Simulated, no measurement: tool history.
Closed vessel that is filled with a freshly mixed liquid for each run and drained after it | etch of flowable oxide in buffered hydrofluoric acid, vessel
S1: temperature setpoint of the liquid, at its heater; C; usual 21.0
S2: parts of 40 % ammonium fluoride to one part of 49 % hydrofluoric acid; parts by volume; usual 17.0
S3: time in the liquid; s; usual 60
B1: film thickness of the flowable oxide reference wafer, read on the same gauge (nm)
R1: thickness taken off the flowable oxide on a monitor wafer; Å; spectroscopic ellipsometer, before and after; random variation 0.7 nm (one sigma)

run 1 day=0.000 | S1=21.0 S2=17.0 S3=60 | B1=129.99 | R1=1674.9
run 2 day=0.471 | S1=21.0 S2=17.0 S3=60 | B1=130.02 | R1=1685.9
run 3 day=0.846 | S1=21.0 S2=17.0 S3=60 | B1=130.00 | R1=1691.3
run 4 day=1.100 | S1=24.0 S2=17.0 S3=60 | B1=130.00 | R1=2003.7
run 5 day=1.692 | S1=21.0 S2=17.0 S3=60 | B1=129.98 | R1=1672.4
-- day=1.767 hydrofluoric acid flow meter replaced
run 6 day=1.954 | S1=17.5 S2=19.0 S3=60 | B1=129.99 | R1=1136.9
run 7 day=2.362 | S1=22.0 S2=18.5 S3=60 | B1=129.98 | R1=1489.3
run 8 day=2.654 | S1=21.0 S2=17.0 S3=60 | B1=129.98 | R1=1535.0
run 9 day=3.096 | S1=21.0 S2=17.0 S3=60 | B1=130.01 | R1=1527.4
run 10 day=3.812 | S1=21.0 S2=17.0 S3=60 | B1=130.00 | R1=1546.1
-- day=3.942 thermometer replaced
run 11 day=4.233 | S1=21.0 S2=17.0 S3=60 | B1=129.98 | R1=1534.5
run 12 day=4.850 | S1=21.0 S2=17.0 S3=60 | B1=129.99 | R1=1534.3
run 13 day=5.546 | S1=19.5 S2=13.5 S3=70 | B1=130.02 | R1=2073.6
run 14 day=5.938 | S1=19.5 S2=12.5 S3=75 | B1=129.99 | R1=2379.6
run 15 day=6.304 | S1=17.5 S2=15.0 S3=60 | B1=129.98 | R1=1438.6
run 16 day=6.717 | S1=25.0 S2=24.0 S3=60 | B1=130.01 | R1=1424.6

Run 17 comes next. What will it give?
run 17 day=7.421 | S1=21.0 S2=14.0 S3=35 | B1=? | R1=?

B1: 130.02
R1: 1088.3 Å
Without the tool's hidden state the same run would have given R1 1065.6 Å.
